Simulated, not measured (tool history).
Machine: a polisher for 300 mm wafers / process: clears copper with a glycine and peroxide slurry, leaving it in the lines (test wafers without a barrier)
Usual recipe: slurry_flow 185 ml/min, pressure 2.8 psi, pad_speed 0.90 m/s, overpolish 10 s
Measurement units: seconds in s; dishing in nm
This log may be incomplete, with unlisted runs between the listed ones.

| run | hour | slurry_flow | pressure | pad_speed | overpolish | wafers since the last listed run | wafers polished on this pad | hours since the slurry nozzle was cleaned | hours since the head pressure was calibrated | incoming thickness of the incoming film, nm | seconds | dishing |
|---|---|---|---|---|---|---|---|---|---|---|---|---|
| 1 | 0.0 | 185 | 2.8 | 0.90 | 10 | 0 | 141 | 586.5 | 193.8 | 805.0 | 231.4 | 31.3 |
| 2 | 9.1 | 185 | 2.8 | 0.90 | 10 | 68 | 210 | 595.6 | 202.9 | 797.3 | 221.9 | 30.7 |
| 3 | 24.8 | 185 | 2.8 | 0.90 | 10 | 118 | 328 | 611.3 | 218.6 | 795.5 | 228.2 | 31.5 |
| 4 | 36.3 | 185 | 2.8 | 0.90 | 10 | 86 | 415 | 622.8 | 230.1 | 796.2 | 234.0 | 31.5 |
|  | 47.0 | worn pad replaced by a new one |
| 5 | 82.1 | 185 | 2.8 | 1.02 | 10 | 315 | 265 | 668.6 | 275.9 | 804.8 | 198.7 | 34.3 |
| 6 | 90.5 | 185 | 2.8 | 1.02 | 10 | 63 | 328 | 677.0 | 284.3 | 785.3 | 198.6 | 34.4 |
| 7 | 108.4 | 185 | 2.8 | 0.82 | 10 | 135 | 463 | 694.9 | 302.2 | 800.4 | 232.0 | 29.4 |
| 8 | 119.3 | 185 | 2.8 | 0.82 | 10 | 82 | 545 | 705.8 | 313.1 | 800.8 | 235.6 | 29.6 |
|  | 124.4 | worn pad replaced by a new one |
| 9 | 150.7 | 185 | 2.8 | 0.82 | 10 | 206 | 198 | 737.2 | 344.5 | 789.9 | 233.4 | 29.9 |
| 10 | 159.4 | 185 | 2.8 | 1.04 | 10 | 65 | 264 | 745.9 | 353.2 | 791.7 | 189.7 | 36.2 |
| 11 | 166.6 | 185 | 2.8 | 1.04 | 10 | 54 | 318 | 753.1 | 360.4 | 785.5 | 188.6 | 35.7 |
| 12 | 181.3 | 185 | 2.8 | 0.90 | 10 | 110 | 429 | 767.8 | 375.1 | 800.4 | 226.9 | 32.0 |
| 13 | 189.0 | 185 | 2.8 | 0.90 | 10 | 58 | 487 | 775.5 | 382.8 | 785.0 | 213.0 | 32.7 |
|  | 197.6 | worn pad replaced by a new one |
| 14 | 199.9 | 185 | 2.1 | 0.90 | 8 | 52 | 17 | 786.4 | 393.7 | 794.5 | 270.5 | 22.2 |
| 15 | 212.7 | 145 | 2.8 | 0.90 | 10 | 96 | 114 | 799.2 | 406.5 | 790.1 | 224.9 | 31.3 |
|  | 217.3 | head pressure recalibrated |
| 16 | 224.9 | 135 | 2.8 | 1.08 | 7 | 76 | 191 | 811.4 | 7.6 | 802.6 | 206.5 | 24.4 |
| 17 | 238.6 | 150 | 2.5 | 0.90 | 8 | 103 | 294 | 825.1 | 21.3 | 809.0 | 259.5 | 23.2 |

Run 18 has not been measured yet. What should we expect?
|  | 246.1 | slurry nozzle cleaned |
| 18 | 253.3 | 185 | 2.8 | 0.90 | 10 | 103 | 397 | 7.2 | 36.0 | 791.5 | ? | ? |

Run 18 produced seconds 228.0 s, dishing 30.5 nm.
Had the tool carried no hidden state, the very same run would have given seconds 228.3 s, dishing 30.4 nm.

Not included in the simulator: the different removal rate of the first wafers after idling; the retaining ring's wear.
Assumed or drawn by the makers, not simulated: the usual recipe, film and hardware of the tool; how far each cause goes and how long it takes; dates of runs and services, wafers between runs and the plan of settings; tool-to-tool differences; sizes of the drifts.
